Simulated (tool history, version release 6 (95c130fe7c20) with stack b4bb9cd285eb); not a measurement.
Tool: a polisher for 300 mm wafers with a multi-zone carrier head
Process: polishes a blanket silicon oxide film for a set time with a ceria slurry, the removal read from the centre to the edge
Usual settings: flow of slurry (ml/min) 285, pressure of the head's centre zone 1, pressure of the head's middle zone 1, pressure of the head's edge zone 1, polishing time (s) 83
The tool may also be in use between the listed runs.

| run | day | flow of slurry (ml/min) | pressure of the head's centre zone | pressure of the head's middle zone | pressure of the head's edge zone | polishing time (s) | wafers since the last listed run | wafers polished on this pad | hours since the slurry nozzle was cleaned | hours since the centre zone pressure was calibrated | hours since the edge zone pressure was calibrated | hours since the carrier head's membrane was replaced | incoming thickness of the incoming film, nm | film removed at the wafer's centre (nm) | film removed at mid-radius (nm) | film removed at the wafer's edge (nm) |
|---|---|---|---|---|---|---|---|---|---|---|---|---|---|---|---|---|
| 1 | 0 | 285 | 1 | 1 | 1 | 83 | 0 | 3947 | 141.3 | 827.3 | 755.2 | 313 | 1883.7 | 721.2 | 737.3 | 730.9 |
| 2 | 2.546 | 285 | 1 | 1 | 1 | 83 | 758 | 4706 | 202.4 | 888.4 | 816.3 | 374.1 | 1864.3 | 735 | 740 | 740.2 |
| 3 | 4.179 | 285 | 1 | 1.08 | 0.91 | 83 | 486 | 5192 | 241.6 | 927.6 | 855.5 | 413.3 | 1865.8 | 725.3 | 774.6 | 704.5 |
|  | 4.617 | worn pad replaced by a new one |
| 4 | 7.738 | 285 | 0.96 | 1 | 1 | 83 | 1010 | 930 | 327 | 1013 | 940.9 | 498.7 | 1847 | 708.5 | 735.6 | 740.8 |
| 5 | 10.692 | 285 | 0.96 | 1 | 1 | 83 | 880 | 1810 | 397.9 | 1083.9 | 1011.8 | 569.6 | 1877.3 | 692.6 | 734.9 | 747 |
| 6 | 14.233 | 285 | 0.96 | 1 | 1 | 83 | 1055 | 2865 | 482.9 | 1168.9 | 1096.8 | 654.6 | 1902.2 | 711 | 744.5 | 744.8 |
|  | 14.708 | carrier head's membrane replaced by a new one |
|  | 14.833 | centre zone pressure recalibrated |
|  | 16.375 | slurry nozzle cleaned |
|  | 16.679 | edge zone pressure recalibrated |
| 7 | 17.375 | 285 | 1 | 1 | 1 | 83 | 811 | 3677 | 24 | 61 | 16.7 | 64 | 1869.8 | 741.6 | 745.3 | 750.5 |
| 8 | 19.283 | 365 | 1.05 | 1 | 0.92 | 103 | 568 | 4246 | 69.8 | 106.8 | 62.5 | 109.8 | 1835.2 | 974.7 | 931.7 | 902.3 |
| 9 | 21.25 | 285 | 0.91 | 1.12 | 0.88 | 60 | 585 | 4832 | 117 | 154 | 109.7 | 157 | 1901.6 | 473.2 | 571.9 | 494.2 |
|  | 24.454 | worn pad replaced by a new one |
| 10 | 29.912 | 285 | 1 | 1.09 | 1 | 92 | 2531 | 1626 | 324.9 | 361.9 | 317.6 | 364.9 | 1857.2 | 805.8 | 860.1 | 802.5 |
| 11 | 32.525 | 360 | 1.11 | 0.91 | 1 | 60 | 778 | 2404 | 387.6 | 424.6 | 380.3 | 427.6 | 1890.8 | 600 | 503.8 | 540.6 |
| 12 | 36.467 | 285 | 1 | 1 | 1 | 83 | 1174 | 3579 | 482.2 | 519.2 | 474.9 | 522.2 | 1870.1 | 720.3 | 734.6 | 746.4 |
|  | 37.688 | carrier head's membrane replaced by a new one |
|  | 38.258 | slurry nozzle cleaned |
| 13 | 39.046 | 285 | 1 | 1.11 | 0.95 | 65 | 694 | 4273 | 18.9 | 581.1 | 536.8 | 32.6 | 1875.2 | 556.4 | 612.9 | 555.9 |
|  | 42.629 | worn pad replaced by a new one |
| 14 | 49.083 | 285 | 1 | 1.04 | 1 | 73 | 2941 | 1923 | 259.8 | 822 | 777.7 | 273.5 | 1838.4 | 646.2 | 669.4 | 651.8 |
| 15 | 51.825 | 285 | 1.04 | 1 | 1.11 | 83 | 816 | 2740 | 325.6 | 887.8 | 843.5 | 339.3 | 1833.8 | 751.2 | 726.5 | 778.3 |
| 16 | 53.638 | 285 | 1 | 0.89 | 1 | 83 | 540 | 3280 | 369.1 | 931.3 | 887 | 382.8 | 1852 | 706.4 | 679 | 736.3 |
|  | 58.05 | slurry nozzle cleaned |
|  | 58.746 | carrier head's membrane replaced by a new one |
| 17 | 59.821 | 285 | 0.88 | 0.95 | 1 | 83 | 1767 | 5048 | 42.5 | 1079.7 | 1035.4 | 25.8 | 1866.7 | 630.6 | 695.6 | 733.2 |
|  | 60.483 | worn pad replaced by a new one |
| 18 | 62.521 | 285 | 1 | 1.07 | 1 | 71 | 754 | 607 | 107.3 | 1144.5 | 1100.2 | 90.6 | 1864.4 | 621.7 | 663.3 | 632.8 |
|  | 63.625 | edge zone pressure recalibrated |
| 19 | 64.471 | 365 | 1 | 1 | 0.91 | 83 | 556 | 1163 | 154.1 | 1191.3 | 20.3 | 137.4 | 1867.8 | 759.3 | 754.4 | 717.9 |
|  | 64.583 | centre zone pressure recalibrated |
| 20 | 68.171 | 285 | 1.07 | 1.04 | 0.94 | 96 | 1077 | 2241 | 242.9 | 86.1 | 109.1 | 226.2 | 1894.1 | 908 | 861.6 | 824 |
| 21 | 70.408 | 285 | 1 | 1 | 1 | 83 | 666 | 2907 | 296.6 | 139.8 | 162.8 | 279.9 | 1856.6 | 739.6 | 733.8 | 741.1 |
| 22 | 74.554 | 285 | 0.96 | 1.1 | 1 | 83 | 1235 | 4143 | 396.1 | 239.3 | 262.3 | 379.4 | 1855.5 | 692.9 | 780.2 | 738.1 |

Forecast each of these 4 alternatives for the next run:
| A | 74.571 | 285 | 1 | 1 | 1 | 83 | 4 | 4148 | 396.5 | 239.7 | 262.7 | 379.8 | 1864.9 | ? | ? | ? |
| B | 74.571 | 285 | 0.97 | 1 | 1 | 83 | 4 | 4148 | 396.5 | 239.7 | 262.7 | 379.8 | 1864.9 | ? | ? | ? |
| C | 74.571 | 330 | 1 | 1 | 0.92 | 83 | 4 | 4148 | 396.5 | 239.7 | 262.7 | 379.8 | 1864.9 | ? | ? | ? |
| D | 74.571 | 285 | 1.08 | 1 | 0.91 | 83 | 4 | 4148 | 396.5 | 239.7 | 262.7 | 379.8 | 1864.9 | ? | ? | ? |

| run | film removed at the wafer's centre (nm) | film removed at mid-radius (nm) | film removed at the wafer's edge (nm) |
|---|---|---|---|
| A | 734.3 | 744.7 | 731.9 |
| B | 712.1 | 744.8 | 731.9 |
| C | 746.7 | 756.1 | 711.8 |
| D | 793.5 | 744.4 | 700 |
Without the tool's hidden state the same runs would have given:
| run | film removed at the wafer's centre (nm) | film removed at mid-radius (nm) | film removed at the wafer's edge (nm) |
|---|---|---|---|
| A | 734.3 | 744.7 | 731.9 |
| B | 712.1 | 744.8 | 731.9 |
| C | 746.7 | 756.1 | 711.8 |
| D | 793.5 | 744.4 | 700 |
